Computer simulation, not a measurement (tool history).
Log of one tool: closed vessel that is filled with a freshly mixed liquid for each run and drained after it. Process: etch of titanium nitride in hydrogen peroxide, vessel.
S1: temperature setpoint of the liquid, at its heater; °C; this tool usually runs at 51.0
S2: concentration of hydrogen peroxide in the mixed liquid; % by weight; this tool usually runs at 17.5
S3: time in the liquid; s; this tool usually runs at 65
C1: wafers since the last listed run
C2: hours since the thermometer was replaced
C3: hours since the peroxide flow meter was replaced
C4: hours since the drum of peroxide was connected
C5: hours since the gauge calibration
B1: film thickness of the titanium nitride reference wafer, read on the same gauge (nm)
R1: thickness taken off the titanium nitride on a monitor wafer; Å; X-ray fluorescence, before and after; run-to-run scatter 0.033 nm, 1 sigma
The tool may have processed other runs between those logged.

run,day,S1,S2,S3,C1,C2,C3,C4,C5,B1,R1
1,0.000,54.0,17.5,65,0,1214.8,206.0,889.0,85.9,40.00,63.6
2,2.275,54.0,17.5,65,5666,1269.4,260.6,943.6,140.5,40.00,64.4
3,5.017,47.5,17.5,65,6828,1335.2,326.4,1009.4,206.3,40.00,39.8
4,6.271,47.5,17.5,65,3123,1365.3,356.5,1039.5,236.4,40.00,39.5
5,7.308,43.0,20.5,65,2584,1390.2,381.4,1064.4,261.3,40.02,29.2
6,12.033,43.0,20.5,65,11769,1503.6,494.8,1177.8,374.7,40.02,28.9
7,13.629,51.0,17.5,65,3974,1541.9,533.1,1216.1,413.0,40.00,50.8
# day 15.429: thermometer replaced
8,16.212,56.0,17.5,65,6330,18.8,595.1,1278.1,475.0,40.01,78.2
9,18.375,51.0,17.5,65,5386,70.7,647.0,1330.0,526.9,40.00,54.3
# day 18.725: gauge calibrated
# day 20.150: peroxide flow meter replaced
# day 20.975: new drum of peroxide connected
10,21.112,57.5,17.5,90,6610,136.4,23.1,3.3,57.3,40.00,118.4
11,22.454,43.0,22.5,95,3341,168.6,55.3,35.5,89.5,39.98,46.8
12,25.412,51.0,17.5,65,7368,239.6,126.3,106.5,160.5,39.98,54.1
13,27.571,56.0,17.5,105,5375,291.4,178.1,158.3,212.3,40.01,124.1
14,30.471,43.5,17.5,85,7223,361.0,247.7,227.9,281.9,40.00,40.4

Consider 4 possible next runs. They are alternatives, not a sequence: every one starts from the tool as it was left by run 14. What does each give?
A,30.500,51.0,17.5,40,72,361.7,248.4,228.6,282.6,?,?
B,30.500,45.5,17.5,65,72,361.7,248.4,228.6,282.6,?,?
C,30.500,44.5,17.5,40,72,361.7,248.4,228.6,282.6,?,?
D,30.500,46.0,17.5,45,72,361.7,248.4,228.6,282.6,?,?

run,B1,R1
A,40.02,33.3
B,40.02,36.2
C,40.02,20.7
D,40.02,26.0
With the hidden condition removed and each run's random variation left untouched, the same runs would have given:
run,R1
A,34.2
B,37.2
C,21.2
D,26.7

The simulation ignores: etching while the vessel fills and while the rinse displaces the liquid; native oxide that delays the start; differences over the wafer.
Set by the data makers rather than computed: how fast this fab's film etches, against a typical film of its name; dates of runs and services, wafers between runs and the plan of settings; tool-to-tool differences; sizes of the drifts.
